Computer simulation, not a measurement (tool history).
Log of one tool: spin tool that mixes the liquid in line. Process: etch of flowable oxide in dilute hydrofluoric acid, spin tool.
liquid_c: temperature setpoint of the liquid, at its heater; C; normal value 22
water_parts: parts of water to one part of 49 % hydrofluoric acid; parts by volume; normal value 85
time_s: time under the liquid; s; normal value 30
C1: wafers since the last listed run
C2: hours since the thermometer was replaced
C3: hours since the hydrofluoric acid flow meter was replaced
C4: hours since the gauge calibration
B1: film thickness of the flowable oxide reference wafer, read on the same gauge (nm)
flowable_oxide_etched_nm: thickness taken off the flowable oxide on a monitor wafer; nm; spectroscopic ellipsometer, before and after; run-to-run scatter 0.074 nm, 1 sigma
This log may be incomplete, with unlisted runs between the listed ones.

run 1 hour=0 | liquid_c=22 water_parts=85 time_s=30 | C1=0 C2=1187.1 C3=575.6 C4=1305.3 | B1=40.01 | flowable_oxide_etched_nm=15.79
-- hour=36.2 thermometer replaced
run 2 hour=54.8 | liquid_c=22 water_parts=85 time_s=30 | C1=767 C2=18.6 C3=630.4 C4=1360.1 | B1=40.04 | flowable_oxide_etched_nm=16.42
run 3 hour=123 | liquid_c=18 water_parts=85 time_s=30 | C1=972 C2=86.8 C3=698.6 C4=1428.3 | B1=39.99 | flowable_oxide_etched_nm=13.93
run 4 hour=218.5 | liquid_c=18 water_parts=85 time_s=30 | C1=1362 C2=182.3 C3=794.1 C4=1523.8 | B1=39.99 | flowable_oxide_etched_nm=13.65
run 5 hour=307.6 | liquid_c=22 water_parts=85 time_s=30 | C1=1271 C2=271.4 C3=883.2 C4=1612.9 | B1=39.99 | flowable_oxide_etched_nm=16.14
run 6 hour=367.2 | liquid_c=22 water_parts=85 time_s=30 | C1=850 C2=331 C3=942.8 C4=1672.5 | B1=40.02 | flowable_oxide_etched_nm=16.16
run 7 hour=424 | liquid_c=22 water_parts=85 time_s=30 | C1=810 C2=387.8 C3=999.6 C4=1729.3 | B1=39.99 | flowable_oxide_etched_nm=16.1
run 8 hour=491.7 | liquid_c=22 water_parts=85 time_s=30 | C1=965 C2=455.5 C3=1067.3 C4=1797 | B1=39.97 | flowable_oxide_etched_nm=15.93
run 9 hour=550.2 | liquid_c=22 water_parts=85 time_s=30 | C1=834 C2=514 C3=1125.8 C4=1855.5 | B1=39.93 | flowable_oxide_etched_nm=16.16
run 10 hour=627.5 | liquid_c=22 water_parts=85 time_s=30 | C1=1102 C2=591.3 C3=1203.1 C4=1932.8 | B1=39.99 | flowable_oxide_etched_nm=15.92
-- hour=653 gauge calibrated
run 11 hour=706.5 | liquid_c=22 water_parts=85 time_s=30 | C1=1127 C2=670.3 C3=1282.1 C4=53.5 | B1=40 | flowable_oxide_etched_nm=15.97
run 12 hour=753.1 | liquid_c=22 water_parts=85 time_s=30 | C1=664 C2=716.9 C3=1328.7 C4=100.1 | B1=40.02 | flowable_oxide_etched_nm=15.86
run 13 hour=823.7 | liquid_c=25 water_parts=55 time_s=40 | C1=1007 C2=787.5 C3=1399.3 C4=170.7 | B1=39.95 | flowable_oxide_etched_nm=38.58
run 14 hour=883.4 | liquid_c=22 water_parts=85 time_s=30 | C1=851 C2=847.2 C3=1459 C4=230.4 | B1=40 | flowable_oxide_etched_nm=15.82
run 15 hour=963.1 | liquid_c=22 water_parts=55 time_s=15 | C1=1136 C2=926.9 C3=1538.7 C4=310.1 | B1=40.03 | flowable_oxide_etched_nm=12.58
run 16 hour=1074.3 | liquid_c=22 water_parts=85 time_s=30 | C1=1586 C2=1038.1 C3=1649.9 C4=421.3 | B1=39.98 | flowable_oxide_etched_nm=15.55
-- hour=1109.2 thermometer replaced
run 17 hour=1138.7 | liquid_c=22 water_parts=110 time_s=40 | C1=904 C2=29.5 C3=1714.3 C4=485.7 | B1=40.01 | flowable_oxide_etched_nm=16.45
-- hour=1165 hydrofluoric acid flow meter replaced
run 18 hour=1209.3 | liquid_c=22 water_parts=85 time_s=30 | C1=992 C2=100.1 C3=44.3 C4=556.3 | B1=39.97 | flowable_oxide_etched_nm=16.32
run 19 hour=1291.1 | liquid_c=22 water_parts=85 time_s=30 | C1=1166 C2=181.9 C3=126.1 C4=638.1 | B1=40 | flowable_oxide_etched_nm=16.34
run 20 hour=1392.3 | liquid_c=22 water_parts=85 time_s=30 | C1=1443 C2=283.1 C3=227.3 C4=739.3 | B1=40 | flowable_oxide_etched_nm=16.39
run 21 hour=1483.8 | liquid_c=20 water_parts=110 time_s=45 | C1=1305 C2=374.6 C3=318.8 C4=830.8 | B1=39.95 | flowable_oxide_etched_nm=16.72
run 22 hour=1570.6 | liquid_c=22 water_parts=85 time_s=30 | C1=1238 C2=461.4 C3=405.6 C4=917.6 | B1=40.05 | flowable_oxide_etched_nm=16.25
run 23 hour=1652.2 | liquid_c=20.5 water_parts=55 time_s=50 | C1=1164 C2=543 C3=487.2 C4=999.2 | B1=40.05 | flowable_oxide_etched_nm=40.35
run 24 hour=1714.2 | liquid_c=17.5 water_parts=95 time_s=30 | C1=884 C2=605 C3=549.2 C4=1061.2 | B1=39.99 | flowable_oxide_etched_nm=11.73
run 25 hour=1773.1 | liquid_c=24 water_parts=105 time_s=15 | C1=840 C2=663.9 C3=608.1 C4=1120.1 | B1=39.97 | flowable_oxide_etched_nm=6.84

Forecast run 26:
run 26 hour=1864.4 | liquid_c=27 water_parts=100 time_s=25 | C1=1302 C2=755.2 C3=699.4 C4=1211.4 | B1=? | flowable_oxide_etched_nm=?

{"run 26": {"B1": 39.96, "flowable_oxide_etched_nm": 13.57}}
Minus the tool's unlogged condition, the same run would have read flowable_oxide_etched_nm 14.03 nm.
